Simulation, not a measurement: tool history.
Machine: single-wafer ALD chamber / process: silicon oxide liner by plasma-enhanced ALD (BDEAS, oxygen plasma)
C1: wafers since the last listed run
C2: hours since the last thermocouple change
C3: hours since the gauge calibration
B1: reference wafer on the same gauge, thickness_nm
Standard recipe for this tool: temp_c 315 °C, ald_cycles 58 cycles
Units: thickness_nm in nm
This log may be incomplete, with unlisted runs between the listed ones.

run 1 day=0.000 | temp_c=310 ald_cycles=58 | C1=0 C2=1511.7 C3=1673.1 | B1=4.483 | thickness_nm=4.443
-- day=1.996 thermocouple changed; heater temperature recalibrated
run 2 day=2.738 | temp_c=310 ald_cycles=58 | C1=430 C2=17.8 C3=1738.8 | B1=4.480 | thickness_nm=4.424
run 3 day=10.850 | temp_c=310 ald_cycles=58 | C1=1452 C2=212.5 C3=1933.5 | B1=4.470 | thickness_nm=4.443
run 4 day=12.154 | temp_c=308 ald_cycles=49 | C1=233 C2=243.8 C3=1964.8 | B1=4.475 | thickness_nm=3.744
run 5 day=14.575 | temp_c=319 ald_cycles=63 | C1=433 C2=301.9 C3=2022.9 | B1=4.468 | thickness_nm=4.733
run 6 day=16.525 | temp_c=315 ald_cycles=58 | C1=349 C2=348.7 C3=2069.7 | B1=4.469 | thickness_nm=4.382
run 7 day=18.367 | temp_c=315 ald_cycles=58 | C1=329 C2=392.9 C3=2113.9 | B1=4.468 | thickness_nm=4.403
run 8 day=21.050 | temp_c=315 ald_cycles=58 | C1=480 C2=457.3 C3=2178.3 | B1=4.467 | thickness_nm=4.397
run 9 day=22.933 | temp_c=315 ald_cycles=55 | C1=337 C2=502.5 C3=2223.5 | B1=4.463 | thickness_nm=4.182
run 10 day=24.238 | temp_c=315 ald_cycles=55 | C1=233 C2=533.8 C3=2254.8 | B1=4.466 | thickness_nm=4.170
run 11 day=26.829 | temp_c=315 ald_cycles=55 | C1=463 C2=596.0 C3=2317.0 | B1=4.456 | thickness_nm=4.163
run 12 day=28.721 | temp_c=315 ald_cycles=58 | C1=338 C2=641.4 C3=2362.4 | B1=4.461 | thickness_nm=4.385
run 13 day=30.767 | temp_c=315 ald_cycles=58 | C1=366 C2=690.5 C3=2411.5 | B1=4.455 | thickness_nm=4.373
run 14 day=32.671 | temp_c=315 ald_cycles=58 | C1=340 C2=736.2 C3=2457.2 | B1=4.461 | thickness_nm=4.382
run 15 day=34.179 | temp_c=315 ald_cycles=58 | C1=270 C2=772.4 C3=2493.4 | B1=4.458 | thickness_nm=4.377
run 16 day=36.958 | temp_c=315 ald_cycles=58 | C1=497 C2=839.1 C3=2560.1 | B1=4.460 | thickness_nm=4.378
run 17 day=38.362 | temp_c=315 ald_cycles=58 | C1=251 C2=872.8 C3=2593.8 | B1=4.453 | thickness_nm=4.391
run 18 day=40.050 | temp_c=315 ald_cycles=58 | C1=302 C2=913.3 C3=2634.3 | B1=4.455 | thickness_nm=4.384
run 19 day=42.042 | temp_c=315 ald_cycles=58 | C1=356 C2=961.1 C3=2682.1 | B1=4.446 | thickness_nm=4.386
run 20 day=43.383 | temp_c=315 ald_cycles=58 | C1=240 C2=993.3 C3=2714.3 | B1=4.445 | thickness_nm=4.384
run 21 day=45.858 | temp_c=315 ald_cycles=58 | C1=443 C2=1052.7 C3=2773.7 | B1=4.451 | thickness_nm=4.375
run 22 day=48.238 | temp_c=315 ald_cycles=58 | C1=425 C2=1109.8 C3=2830.8 | B1=4.443 | thickness_nm=4.368
run 23 day=49.292 | temp_c=315 ald_cycles=58 | C1=188 C2=1135.1 C3=2856.1 | B1=4.445 | thickness_nm=4.366
-- day=50.458 gauge calibrated
run 24 day=52.271 | temp_c=307 ald_cycles=65 | C1=533 C2=1206.6 C3=43.5 | B1=4.534 | thickness_nm=5.042
run 25 day=55.196 | temp_c=315 ald_cycles=53 | C1=523 C2=1276.8 C3=113.7 | B1=4.526 | thickness_nm=4.067
run 26 day=57.117 | temp_c=315 ald_cycles=69 | C1=343 C2=1322.9 C3=159.8 | B1=4.534 | thickness_nm=5.300
run 27 day=58.392 | temp_c=315 ald_cycles=47 | C1=228 C2=1353.5 C3=190.4 | B1=4.523 | thickness_nm=3.633
run 28 day=59.771 | temp_c=319 ald_cycles=48 | C1=246 C2=1386.6 C3=223.5 | B1=4.524 | thickness_nm=3.655
run 29 day=61.008 | temp_c=303 ald_cycles=63 | C1=221 C2=1416.3 C3=253.2 | B1=4.524 | thickness_nm=4.915
run 30 day=63.833 | temp_c=301 ald_cycles=52 | C1=505 C2=1484.1 C3=321.0 | B1=4.523 | thickness_nm=4.081
run 31 day=65.175 | temp_c=330 ald_cycles=65 | C1=240 C2=1516.3 C3=353.2 | B1=4.525 | thickness_nm=4.905
run 32 day=67.104 | temp_c=327 ald_cycles=49 | C1=345 C2=1562.6 C3=399.5 | B1=4.515 | thickness_nm=3.718
run 33 day=68.596 | temp_c=308 ald_cycles=55 | C1=267 C2=1598.4 C3=435.3 | B1=4.523 | thickness_nm=4.243
run 34 day=69.625 | temp_c=315 ald_cycles=58 | C1=184 C2=1623.1 C3=460.0 | B1=4.522 | thickness_nm=4.445
run 35 day=71.062 | temp_c=304 ald_cycles=58 | C1=257 C2=1657.6 C3=494.5 | B1=4.518 | thickness_nm=4.520
run 36 day=72.854 | temp_c=321 ald_cycles=49 | C1=320 C2=1700.6 C3=537.5 | B1=4.514 | thickness_nm=3.739
run 37 day=75.592 | temp_c=328 ald_cycles=58 | C1=490 C2=1766.3 C3=603.2 | B1=4.511 | thickness_nm=4.371
-- day=77.704 thermocouple changed; heater temperature recalibrated
run 38 day=78.125 | temp_c=315 ald_cycles=55 | C1=393 C2=10.1 C3=664.0 | B1=4.512 | thickness_nm=4.214
run 39 day=79.988 | temp_c=308 ald_cycles=68 | C1=333 C2=54.8 C3=708.7 | B1=4.512 | thickness_nm=5.251
run 40 day=82.412 | temp_c=315 ald_cycles=58 | C1=434 C2=113.0 C3=766.9 | B1=4.507 | thickness_nm=4.433
run 41 day=85.088 | temp_c=315 ald_cycles=58 | C1=478 C2=177.2 C3=831.1 | B1=4.508 | thickness_nm=4.434
run 42 day=87.725 | temp_c=315 ald_cycles=50 | C1=472 C2=240.5 C3=894.4 | B1=4.503 | thickness_nm=3.807
run 43 day=88.792 | temp_c=323 ald_cycles=48 | C1=190 C2=266.1 C3=920.0 | B1=4.502 | thickness_nm=3.645
run 44 day=91.208 | temp_c=306 ald_cycles=66 | C1=432 C2=324.1 C3=978.0 | B1=4.506 | thickness_nm=5.109
run 45 day=93.829 | temp_c=308 ald_cycles=47 | C1=469 C2=387.0 C3=1040.9 | B1=4.499 | thickness_nm=3.635
run 46 day=96.062 | temp_c=308 ald_cycles=47 | C1=399 C2=440.6 C3=1094.5 | B1=4.493 | thickness_nm=3.605
run 47 day=97.358 | temp_c=315 ald_cycles=63 | C1=231 C2=471.7 C3=1125.6 | B1=4.499 | thickness_nm=4.825

What the log doesn't show, run by run:
wafer temperature above the value expected at the setpoint (K): 0 across all the runs
H1: gauge reads high (%)
run=1 H1=-1.1
run=2 H1=-1.15
run=3 H1=-1.28
run=4 H1=-1.3
run=5 H1=-1.34
run=6 H1=-1.37
run=7 H1=-1.4
run=8 H1=-1.44
run=9 H1=-1.47
run=10 H1=-1.49
run=11 H1=-1.53
run=12 H1=-1.56
run=13 H1=-1.6
run=14 H1=-1.63
run=15 H1=-1.65
run=16 H1=-1.7
run=17 H1=-1.72
run=18 H1=-1.74
run=19 H1=-1.78
run=20 H1=-1.8
run=21 H1=-1.84
run=22 H1=-1.88
run=23 H1=-1.89
run=24 H1=0.0371
run=25 H1=-0.00974
run=26 H1=-0.0405
run=27 H1=-0.0609
run=28 H1=-0.083
run=29 H1=-0.103
run=30 H1=-0.148
run=31 H1=-0.169
run=32 H1=-0.2
run=33 H1=-0.224
run=34 H1=-0.241
run=35 H1=-0.264
run=36 H1=-0.292
run=37 H1=-0.336
run=38 H1=-0.377
run=39 H1=-0.407
run=40 H1=-0.445
run=41 H1=-0.488
run=42 H1=-0.53
run=43 H1=-0.548
run=44 H1=-0.586
run=45 H1=-0.628
run=46 H1=-0.664
run=47 H1=-0.685

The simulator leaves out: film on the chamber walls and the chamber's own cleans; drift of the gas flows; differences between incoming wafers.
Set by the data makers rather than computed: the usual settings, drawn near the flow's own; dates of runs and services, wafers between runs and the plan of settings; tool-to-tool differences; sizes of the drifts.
